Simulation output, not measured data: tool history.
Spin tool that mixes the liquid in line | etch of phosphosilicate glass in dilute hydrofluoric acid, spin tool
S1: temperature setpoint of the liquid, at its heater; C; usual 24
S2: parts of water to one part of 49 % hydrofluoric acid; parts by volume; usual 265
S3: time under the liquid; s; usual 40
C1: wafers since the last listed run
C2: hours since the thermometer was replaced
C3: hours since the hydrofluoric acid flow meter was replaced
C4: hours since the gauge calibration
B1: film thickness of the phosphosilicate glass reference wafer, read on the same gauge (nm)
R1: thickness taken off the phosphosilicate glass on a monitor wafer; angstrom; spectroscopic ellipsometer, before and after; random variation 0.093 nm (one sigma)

Run 1, hour 0: usual settings; C1 0; C2 67; C3 472.6; C4 31.2; B1 40.02. Result: R1 152.8 angstrom.
Run 2, hour 12.9: usual settings but S1 26.5 C, S3 30 s; C1 100; C2 79.9; C3 485.5; C4 44.1; B1 39.99. Result: R1 123.7 angstrom.
Run 3, hour 44.3: usual settings but S1 26.5 C, S3 30 s; C1 244; C2 111.3; C3 516.9; C4 75.5; B1 40. Result: R1 125.6 angstrom.
Run 4, hour 80.1: usual settings; C1 278; C2 147.1; C3 552.7; C4 111.3; B1 40.01. Result: R1 151.5 angstrom.
Run 5, hour 102.2: usual settings but S2 200 parts by volume; C1 171; C2 169.2; C3 574.8; C4 133.4; B1 40.02. Result: R1 215.5 angstrom.
Run 6, hour 129.2: usual settings but S2 200 parts by volume; C1 210; C2 196.2; C3 601.8; C4 160.4; B1 39.99. Result: R1 214.6 angstrom.
Run 7, hour 147.2: usual settings but S2 200 parts by volume; C1 140; C2 214.2; C3 619.8; C4 178.4; B1 40.01. Result: R1 214.2 angstrom.
Run 8, hour 161.2: usual settings; C1 108; C2 228.2; C3 633.8; C4 192.4; B1 40.01. Result: R1 150.8 angstrom.
Run 9, hour 193.5: usual settings; C1 251; C2 260.5; C3 666.1; C4 224.7; B1 39.99. Result: R1 150.3 angstrom.
Run 10, hour 213.6: usual settings but S2 305 parts by volume, S3 35 s; C1 156; C2 280.6; C3 686.2; C4 244.8; B1 40.02. Result: R1 110.4 angstrom.
Run 11, hour 226.3: usual settings; C1 98; C2 293.3; C3 698.9; C4 257.5; B1 39.99. Result: R1 151.6 angstrom.
Run 12, hour 239.9: usual settings; C1 105; C2 306.9; C3 712.5; C4 271.1; B1 40. Result: R1 151 angstrom.
Run 13, hour 257.1: usual settings; C1 133; C2 324.1; C3 729.7; C4 288.3; B1 39.99. Result: R1 151.6 angstrom.
At hour 266.8: hydrofluoric acid flow meter replaced.
Run 14, hour 274.4: usual settings; C1 126; C2 341.4; C3 7.6; C4 305.6; B1 39.99. Result: R1 155.7 angstrom.
Run 15, hour 298.3: usual settings but S1 25 C; C1 185; C2 365.3; C3 31.5; C4 329.5; B1 39.99. Result: R1 162.1 angstrom.
Run 16, hour 333.9: usual settings; C1 276; C2 400.9; C3 67.1; C4 365.1; B1 40.02. Result: R1 154.2 angstrom.
Run 17, hour 348.7: usual settings but S1 25.5 C, S2 345 parts by volume, S3 25 s; C1 115; C2 415.7; C3 81.9; C4 379.9; B1 40.01. Result: R1 71.5 angstrom.
Run 18, hour 374.8: usual settings; C1 203; C2 441.8; C3 108; C4 406; B1 40.01. Result: R1 155.5 angstrom.
Run 19, hour 393.4: usual settings but S1 27 C, S2 310 parts by volume, S3 15 s; C1 144; C2 460.4; C3 126.6; C4 424.6; B1 40. Result: R1 52.4 angstrom.
Run 20, hour 406.9: usual settings but S1 25.5 C, S2 150 parts by volume, S3 35 s; C1 105; C2 473.9; C3 140.1; C4 438.1; B1 40.01. Result: R1 283.7 angstrom.
Run 21, hour 439.6: usual settings but S2 140 parts by volume; C1 254; C2 506.6; C3 172.8; C4 470.8; B1 40. Result: R1 332.6 angstrom.
At hour 466: thermometer replaced.
Run 22, hour 471.2: usual settings but S1 27.5 C; C1 238; C2 5.2; C3 204.4; C4 502.4; B1 40.02. Result: R1 173.5 angstrom.
Run 23, hour 488.8: usual settings but S1 28 C, S2 345 parts by volume; C1 136; C2 22.8; C3 222; C4 520; B1 40.01. Result: R1 125 angstrom.
Run 24, hour 512.5: usual settings; C1 184; C2 46.5; C3 245.7; C4 543.7; B1 39.98. Result: R1 154.3 angstrom.
Run 25, hour 542.6: usual settings but S1 29 C, S2 220 parts by volume, S3 15 s; C1 234; C2 76.6; C3 275.8; C4 573.8; B1 39.98. Result: R1 87.4 angstrom.
Run 26, hour 560.9: usual settings but S1 20.5 C, S3 25 s; C1 142; C2 94.9; C3 294.1; C4 592.1; B1 40.01. Result: R1 83.5 angstrom.
At hour 562.7: gauge calibrated.
Run 27, hour 580.8: usual settings; C1 154; C2 114.8; C3 314; C4 18.1; B1 39.99. Result: R1 153.7 angstrom.
Run 28, hour 605.5: usual settings but S1 22 C, S2 340 parts by volume, S3 20 s; C1 192; C2 139.5; C3 338.7; C4 42.8; B1 40. Result: R1 51.8 angstrom.
Run 29, hour 641.2: usual settings but S3 45 s; C1 277; C2 175.2; C3 374.4; C4 78.5; B1 39.98. Result: R1 171.6 angstrom.
Run 30, hour 668.6: usual settings but S1 20 C, S2 340 parts by volume, S3 65 s; C1 213; C2 202.6; C3 401.8; C4 105.9; B1 39.98. Result: R1 156.4 angstrom.
Run 31, hour 696.8: usual settings but S1 20.5 C, S2 215 parts by volume; C1 219; C2 230.8; C3 430; C4 134.1; B1 39.99. Result: R1 172.9 angstrom.
Run 32, hour 731.7: usual settings but S3 25 s; C1 271; C2 265.7; C3 464.9; C4 169; B1 40.01. Result: R1 94.9 angstrom.

Forecast each of these 4 alternatives for the next run:
Run A, hour 732.1: usual settings; C1 3; C2 266.1; C3 465.3; C4 169.4; B1 ?. Result: R1 ?.
Run B, hour 732.1: usual settings but S2 350 parts by volume, S3 55 s; C1 3; C2 266.1; C3 465.3; C4 169.4; B1 ?. Result: R1 ?.
Run C, hour 732.1: usual settings but S1 27.5 C, S2 310 parts by volume, S3 55 s; C1 3; C2 266.1; C3 465.3; C4 169.4; B1 ?. Result: R1 ?.
Run D, hour 732.1: usual settings but S1 21.5 C; C1 3; C2 266.1; C3 465.3; C4 169.4; B1 ?. Result: R1 ?.

run     B1     R1
  A  39.99  152.5
  B  39.99  146.1
  C  39.99  192.8
  D  39.99  139.4
Without the tool's hidden state the same runs would have given:
run     R1
  A  155.6
  B  149.2
  C  196.9
  D  142.2

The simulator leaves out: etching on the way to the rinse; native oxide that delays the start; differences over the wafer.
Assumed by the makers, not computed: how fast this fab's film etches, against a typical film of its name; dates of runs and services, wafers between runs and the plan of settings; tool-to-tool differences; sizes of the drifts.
